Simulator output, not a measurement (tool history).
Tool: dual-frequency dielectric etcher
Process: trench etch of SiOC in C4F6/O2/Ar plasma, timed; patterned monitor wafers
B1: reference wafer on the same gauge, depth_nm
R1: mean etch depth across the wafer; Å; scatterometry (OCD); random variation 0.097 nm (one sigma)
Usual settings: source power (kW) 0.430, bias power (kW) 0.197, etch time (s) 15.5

Run 1, hour 0.0: usual settings but etch time (s) 14.5; B1 29.91. Result: R1 312.8 Å.
Run 2, hour 17.4: usual settings; B1 29.89. Result: R1 335.7 Å.
Run 3, hour 52.5: usual settings; B1 29.90. Result: R1 335.2 Å.
Run 4, hour 64.7: usual settings but source power (kW) 0.470, etch time (s) 14.0; B1 29.89. Result: R1 314.1 Å.
Run 5, hour 72.9: usual settings; B1 29.90. Result: R1 335.2 Å.
At hour 84.0: bias power generator calibrated.
At hour 103.1: wet clean of the chamber.
Run 6, hour 103.6: usual settings but etch time (s) 13.0; B1 29.89. Result: R1 280.8 Å.
Run 7, hour 103.9: usual settings but source power (kW) 0.490, bias power (kW) 0.232, etch time (s) 19.5; B1 29.92. Result: R1 467.2 Å.
Run 8, hour 112.4: usual settings but source power (kW) 0.510, bias power (kW) 0.218, etch time (s) 18.0; B1 29.89. Result: R1 433.3 Å.
Run 9, hour 129.8: usual settings; B1 29.91. Result: R1 334.2 Å.
At hour 144.5: source power generator calibrated.
Run 10, hour 145.0: usual settings but source power (kW) 0.380; B1 29.91. Result: R1 316.2 Å.
Run 11, hour 155.2: usual settings; B1 29.89. Result: R1 332.2 Å.
Run 12, hour 162.2: usual settings but source power (kW) 0.360, bias power (kW) 0.231, etch time (s) 16.5; B1 29.90. Result: R1 343.7 Å.
At hour 171.7: gauge calibrated.
Run 13, hour 172.4: usual settings but source power (kW) 0.370, bias power (kW) 0.149, etch time (s) 12.0; B1 29.90. Result: R1 226.1 Å.
Run 14, hour 186.8: usual settings but source power (kW) 0.480, bias power (kW) 0.171, etch time (s) 12.5; B1 29.90. Result: R1 272.4 Å.
Run 15, hour 200.7: usual settings but source power (kW) 0.320, bias power (kW) 0.184; B1 29.91. Result: R1 285.0 Å.
Run 16, hour 212.9: usual settings but source power (kW) 0.520, bias power (kW) 0.225, etch time (s) 19.5; B1 29.88. Result: R1 476.2 Å.
Run 17, hour 220.7: usual settings; B1 29.89. Result: R1 333.8 Å.
At hour 252.5: upper electrode replaced.
Run 18, hour 253.0: usual settings but source power (kW) 0.380; B1 29.90. Result: R1 317.5 Å.
Run 19, hour 253.4: usual settings but source power (kW) 0.370; B1 29.89. Result: R1 313.6 Å.
Run 20, hour 254.9: usual settings but source power (kW) 0.510, bias power (kW) 0.231, etch time (s) 18.0; B1 29.90. Result: R1 436.2 Å.
Run 21, hour 301.5: usual settings; B1 29.90. Result: R1 332.9 Å.
Run 22, hour 309.6: usual settings but source power (kW) 0.530, bias power (kW) 0.230; B1 29.90. Result: R1 382.4 Å.
Run 23, hour 318.6: usual settings but source power (kW) 0.500; B1 29.93. Result: R1 356.3 Å.
Run 24, hour 332.3: usual settings but source power (kW) 0.370, bias power (kW) 0.174, etch time (s) 18.5; B1 29.90. Result: R1 360.8 Å.
Run 25, hour 345.5: usual settings but source power (kW) 0.540, bias power (kW) 0.221, etch time (s) 18.5; B1 29.91. Result: R1 455.8 Å.
Run 26, hour 359.1: usual settings but etch time (s) 18.0; B1 29.89. Result: R1 389.1 Å.
Run 27, hour 373.7: usual settings; B1 29.91. Result: R1 334.7 Å.
Run 28, hour 380.9: usual settings; B1 29.91. Result: R1 332.2 Å.
Run 29, hour 394.2: usual settings but source power (kW) 0.360, bias power (kW) 0.180, etch time (s) 12.5; B1 29.90. Result: R1 243.6 Å.

5 ways to go on from here, each from the tool as it stands after run 29. What would each give?
Run A, hour 394.6: usual settings but etch time (s) 17.5; B1 ?. Result: R1 ?.
Run B, hour 394.6: usual settings but source power (kW) 0.490, bias power (kW) 0.213; B1 ?. Result: R1 ?.
Run C, hour 394.6: usual settings but source power (kW) 0.320; B1 ?. Result: R1 ?.
Run D, hour 394.6: usual settings but source power (kW) 0.520, bias power (kW) 0.213; B1 ?. Result: R1 ?.
Run E, hour 394.6: usual settings but source power (kW) 0.400, etch time (s) 11.5; B1 ?. Result: R1 ?.

run     B1     R1
  A  29.90  375.6
  B  29.90  360.0
  C  29.90  290.8
  D  29.90  369.5
  E  29.90  238.9
Without the tool's hidden state the same runs would have given:
run     R1
  A  375.6
  B  360.0
  C  290.8
  D  369.5
  E  238.9
